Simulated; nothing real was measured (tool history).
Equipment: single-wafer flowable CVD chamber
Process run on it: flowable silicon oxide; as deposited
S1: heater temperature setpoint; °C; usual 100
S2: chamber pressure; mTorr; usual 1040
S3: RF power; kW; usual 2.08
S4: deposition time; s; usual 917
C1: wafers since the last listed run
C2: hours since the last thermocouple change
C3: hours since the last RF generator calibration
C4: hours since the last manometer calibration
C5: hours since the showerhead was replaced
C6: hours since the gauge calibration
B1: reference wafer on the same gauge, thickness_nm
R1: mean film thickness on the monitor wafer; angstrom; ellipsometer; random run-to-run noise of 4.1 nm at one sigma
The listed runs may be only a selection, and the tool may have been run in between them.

run   hour   S1    S2     S3    S4   C1      C2      C3      C4      C5     C6       B1        R1
  1      0  100  1040   2.08   917    0  2421.1  1546.7   605.2  3204.8  409.2  638.818   8177.94
  2     15  100  1040   2.08   917   25  2436.1  1561.7   620.2  3219.8  424.2  640.236   8036.26
  3   33.2  100  1040   2.08   917   30  2454.3  1579.9   638.4    3238  442.4  637.889   8043.43
  4   56.9  100  1040  2.295   917   39    2478  1603.6   662.1  3261.7  466.1  638.395   8325.22
  5   88.1  100  1040  2.295   917   52  2509.2  1634.8   693.3  3292.9  497.3  640.384   8206.42
  6  121.9  100   960   2.08   917   56    2543  1668.6   727.1  3326.7  531.1  638.215   7436.54
  7  135.5  100   960   2.08   917   22  2556.6  1682.2   740.7  3340.3  544.7  639.043   7441.59
  8  167.3  100   960   2.08   917   53  2588.4    1714   772.5  3372.1  576.5  639.189   7403.91
  9  199.7  100  1040   2.08   917   54  2620.8  1746.4   804.9  3404.5  608.9  639.326   8071.84
 10  215.2  100  1040   2.08   917   26  2636.3  1761.9   820.4    3420  624.4  638.523   8016.55
 11  233.8  100  1040   2.08   917   31  2654.9  1780.5     839  3438.6    643   640.03   7971.19
 12  264.9  100  1040   2.08   917   52    2686  1811.6   870.1  3469.7  674.1  639.214   8024.84
 13  279.3  100  1040   2.08   917   24  2700.4    1826   884.5  3484.1  688.5  639.842   7956.76
     294.3  -- RF generator calibrated
     324.9  -- gauge calibrated
     357.3  -- showerhead replaced
 14  366.9  100  1040   2.08   917  120    2788    72.6   972.1     9.6     42  639.048   8072.68
 15  382.7   88   890   2.47  1048   26  2803.8    88.4   987.9    25.4   57.8  638.515  11109.64
 16  410.7  108  1040   2.23   978   47  2831.8   116.4  1015.9    53.4   85.8  639.986   6762.69
     427.4  -- thermocouple changed; heater temperature recalibrated
 17  443.1  110   800   1.74   766   41    15.7   148.8  1048.3    85.8  118.2  639.465   3130.09
 18  476.5  100  1040  1.815   917   56    49.1   182.2  1081.7   119.2  151.6  637.424   6640.76
 19  498.9   87  1040   2.08  1023   37    71.5   204.6  1104.1   141.6    174   639.34  11118.63
     531.8  -- capacitance manometer re-zeroed and calibrated
 20  532.9  107  1040   2.08   917   43   105.5   238.6     1.1   175.6    208  637.816   6124.58
 21  564.9  112  1130  2.295  1003   53   137.5   270.6    33.1   207.6    240  640.027   6356.71
 22  587.3  100  1130   2.08   917   37   159.9     293    55.5     230  262.4  639.837    8202.1
 23  615.5  100  1040   2.08   917   47   188.1   321.2    83.7   258.2  290.6  638.668   7562.73
 24  642.5   95   940   2.41   917   45   215.1   348.2   110.7   285.2  317.6   639.21   8124.05
 25    668  100  1040   2.08   917   42   240.6   373.7   136.2   310.7  343.1  641.194   7652.11
 26  698.8   92   970   2.43   737   51   271.4   404.5     167   341.5  373.9  638.338   7381.16
 27  710.9   89  1040   2.08   917   20   283.5   416.6   179.1   353.6    386  638.125  10473.52
 28  735.1  100  1040   2.08   917   40   307.7   440.8   203.3   377.8  410.2  638.055   7678.57

Below are 4 alternative next runs, each starting from the tool's condition after run 28. Predict each:
  A  735.8  100  1040   2.08  782   1  308.4  441.5  204  378.5  410.9   ?   ?
  B  735.8  100  1260   2.29  970   1  308.4  441.5  204  378.5  410.9   ?   ?
  C  735.8   86  1040    1.8  917   1  308.4  441.5  204  378.5  410.9   ?   ?
  D  735.8   93  1040  1.865  917   1  308.4  441.5  204  378.5  410.9   ?   ?

run       B1        R1
  A  639.618   6537.35
  B  639.618   9913.94
  C  639.618  11070.99
  D  639.618   9206.24
What these runs would have given with no unlogged condition in the tool:
run        R1
  A   6239.21
  B   9460.11
  C  10610.62
  D   8771.85

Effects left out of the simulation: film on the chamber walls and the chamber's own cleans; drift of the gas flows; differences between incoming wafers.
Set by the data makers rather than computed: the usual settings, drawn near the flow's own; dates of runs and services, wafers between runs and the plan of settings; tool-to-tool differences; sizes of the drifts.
